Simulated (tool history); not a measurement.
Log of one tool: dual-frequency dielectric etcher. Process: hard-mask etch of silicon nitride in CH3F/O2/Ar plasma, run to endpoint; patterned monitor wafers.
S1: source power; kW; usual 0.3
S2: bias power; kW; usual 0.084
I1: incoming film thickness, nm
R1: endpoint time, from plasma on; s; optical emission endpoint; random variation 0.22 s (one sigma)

Run 1, hour 0: usual settings; I1 45.46. Result: R1 72.2 s.
Run 2, hour 29.1: usual settings; I1 45.12. Result: R1 71 s.
Run 3, hour 43.7: usual settings but S1 0.35 kW; I1 45.24. Result: R1 67.7 s.
Run 4, hour 69.8: usual settings but S1 0.35 kW; I1 44.91. Result: R1 67.5 s.
Run 5, hour 103: usual settings but S1 0.35 kW; I1 44.88. Result: R1 67.2 s.
At hour 132: bias power generator calibrated.
Run 6, hour 134: usual settings; I1 44.59. Result: R1 70.4 s.
At hour 140.3: source power generator calibrated.
At hour 165.5: wet clean of the chamber.
Run 7, hour 169.7: usual settings; I1 45.06. Result: R1 71.9 s.
Run 8, hour 182.7: usual settings; I1 45.13. Result: R1 72.4 s.
Run 9, hour 214.9: usual settings but S1 0.27 kW, S2 0.093 kW; I1 44.95. Result: R1 71.8 s.
At hour 258.8: upper electrode replaced.
Run 10, hour 259.3: usual settings but S1 0.33 kW, S2 0.095 kW; I1 44.63. Result: R1 67.1 s.
Run 11, hour 270.7: usual settings but S1 0.33 kW, S2 0.095 kW; I1 44.61. Result: R1 66.7 s.
Run 12, hour 297.8: usual settings; I1 45.22. Result: R1 72 s.
Run 13, hour 324.2: usual settings; I1 44.57. Result: R1 71.2 s.
Run 14, hour 351.4: usual settings but S1 0.24 kW, S2 0.099 kW; I1 44.8. Result: R1 72.3 s.
Run 15, hour 384: usual settings but S1 0.23 kW, S2 0.07 kW; I1 44.67. Result: R1 81.2 s.
Run 16, hour 405.5: usual settings but S1 0.35 kW, S2 0.065 kW; I1 45.34. Result: R1 74.1 s.
Run 17, hour 418.5: usual settings but S1 0.23 kW, S2 0.07 kW; I1 44.69. Result: R1 81 s.

What the log doesn't show, run by run:
source power that arrives over what is set, %: 0 in every run
bias power that arrives over what is set, %: 0 in every run
H1: etch rate over this chamber's usual, %
run       H1
  1     1.38
  2     1.48
  3     1.54
  4     1.63
  5     1.74
  6     1.85
  7   -0.111
  8  -0.0659
  9    0.047
 10    0.203
 11    0.243
 12    0.338
 13     0.43
 14    0.526
 15     0.64
 16    0.715
 17    0.761
